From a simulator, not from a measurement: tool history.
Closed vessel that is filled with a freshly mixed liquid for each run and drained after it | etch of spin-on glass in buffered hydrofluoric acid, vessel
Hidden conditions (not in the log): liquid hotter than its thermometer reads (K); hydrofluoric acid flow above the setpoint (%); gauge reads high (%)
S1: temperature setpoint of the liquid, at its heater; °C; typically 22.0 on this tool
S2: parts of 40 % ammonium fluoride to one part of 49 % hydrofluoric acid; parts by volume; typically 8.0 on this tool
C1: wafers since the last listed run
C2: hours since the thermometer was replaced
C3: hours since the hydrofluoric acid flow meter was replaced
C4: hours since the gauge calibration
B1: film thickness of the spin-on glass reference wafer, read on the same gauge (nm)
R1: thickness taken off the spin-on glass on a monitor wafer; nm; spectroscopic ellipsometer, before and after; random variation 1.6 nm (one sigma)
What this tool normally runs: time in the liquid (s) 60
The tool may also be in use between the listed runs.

{"run": 1, "hour": 0.0, "S1": 20.5, "S2": 8.0, "time in the liquid (s)": 60, "C1": 0, "C2": 1972.9, "C3": 486.0, "C4": 311.3, "B1": 70.0, "R1": 241.75}
{"run": 2, "hour": 53.6, "S1": 22.0, "S2": 8.0, "time in the liquid (s)": 60, "C1": 4074, "C2": 2026.5, "C3": 539.6, "C4": 364.9, "B1": 69.98, "R1": 263.94}
{"run": 3, "hour": 93.3, "S1": 22.0, "S2": 8.0, "time in the liquid (s)": 40, "C1": 3017, "C2": 2066.2, "C3": 579.3, "C4": 404.6, "B1": 69.98, "R1": 175.14}
{"run": 4, "hour": 164.2, "S1": 22.0, "S2": 8.0, "time in the liquid (s)": 60, "C1": 5389, "C2": 2137.1, "C3": 650.2, "C4": 475.5, "B1": 70.01, "R1": 265.16}
{"run": 5, "hour": 257.8, "S1": 22.0, "S2": 8.0, "time in the liquid (s)": 60, "C1": 7114, "C2": 2230.7, "C3": 743.8, "C4": 569.1, "B1": 69.99, "R1": 264.53}
{"run": 6, "hour": 521.1, "S1": 22.0, "S2": 8.0, "time in the liquid (s)": 60, "C1": 20013, "C2": 2494.0, "C3": 1007.1, "C4": 832.4, "B1": 70.01, "R1": 267.39}
{"run": 7, "hour": 571.2, "S1": 22.0, "S2": 6.5, "time in the liquid (s)": 60, "C1": 3808, "C2": 2544.1, "C3": 1057.2, "C4": 882.5, "B1": 70.01, "R1": 330.33}
{"run": 8, "hour": 642.7, "S1": 26.0, "S2": 8.0, "time in the liquid (s)": 60, "C1": 5434, "C2": 2615.6, "C3": 1128.7, "C4": 954.0, "B1": 69.99, "R1": 334.87}
{"run": 9, "hour": 684.7, "S1": 24.0, "S2": 8.0, "time in the liquid (s)": 60, "C1": 3192, "C2": 2657.6, "C3": 1170.7, "C4": 996.0, "B1": 69.99, "R1": 303.44}
{"hour": 758.9, "done": "hydrofluoric acid flow meter replaced"}
{"run": 10, "hour": 759.4, "S1": 22.0, "S2": 8.0, "time in the liquid (s)": 60, "C1": 5602, "C2": 2732.3, "C3": 0.5, "C4": 1070.7, "B1": 69.98, "R1": 269.57}
{"run": 11, "hour": 836.3, "S1": 22.0, "S2": 8.0, "time in the liquid (s)": 60, "C1": 5845, "C2": 2809.2, "C3": 77.4, "C4": 1147.6, "B1": 69.99, "R1": 271.11}
{"run": 12, "hour": 887.4, "S1": 22.0, "S2": 8.0, "time in the liquid (s)": 60, "C1": 3884, "C2": 2860.3, "C3": 128.5, "C4": 1198.7, "B1": 69.99, "R1": 273.46}
{"run": 13, "hour": 965.4, "S1": 22.0, "S2": 8.0, "time in the liquid (s)": 60, "C1": 5928, "C2": 2938.3, "C3": 206.5, "C4": 1276.7, "B1": 70.02, "R1": 274.25}
{"run": 14, "hour": 1011.2, "S1": 22.0, "S2": 8.0, "time in the liquid (s)": 75, "C1": 3481, "C2": 2984.1, "C3": 252.3, "C4": 1322.5, "B1": 70.02, "R1": 343.25}
{"run": 15, "hour": 1061.0, "S1": 22.0, "S2": 9.0, "time in the liquid (s)": 85, "C1": 3785, "C2": 3033.9, "C3": 302.1, "C4": 1372.3, "B1": 70.0, "R1": 344.65}
{"run": 16, "hour": 1098.3, "S1": 22.0, "S2": 10.0, "time in the liquid (s)": 70, "C1": 2835, "C2": 3071.2, "C3": 339.4, "C4": 1409.6, "B1": 69.99, "R1": 266.36}
{"run": 17, "hour": 1139.1, "S1": 22.0, "S2": 10.0, "time in the liquid (s)": 60, "C1": 3101, "C2": 3112.0, "C3": 380.2, "C4": 1450.4, "B1": 69.98, "R1": 227.58}
{"hour": 1174.3, "done": "gauge calibrated"}
{"run": 18, "hour": 1242.6, "S1": 19.5, "S2": 8.0, "time in the liquid (s)": 35, "C1": 7867, "C2": 3215.5, "C3": 483.7, "C4": 68.3, "B1": 70.0, "R1": 141.07}

For run 19, what comes out?
{"run": 19, "hour": 1293.7, "S1": 23.5, "S2": 5.5, "time in the liquid (s)": 30, "C1": 3884, "C2": 3266.6, "C3": 534.8, "C4": 119.4, "B1": "?", "R1": "?"}

{"run 19": {"B1": 70.01, "R1": 212.05}}
On a tool with no hidden condition, and with the same random variation, this run would have come out at R1 182.95 nm.
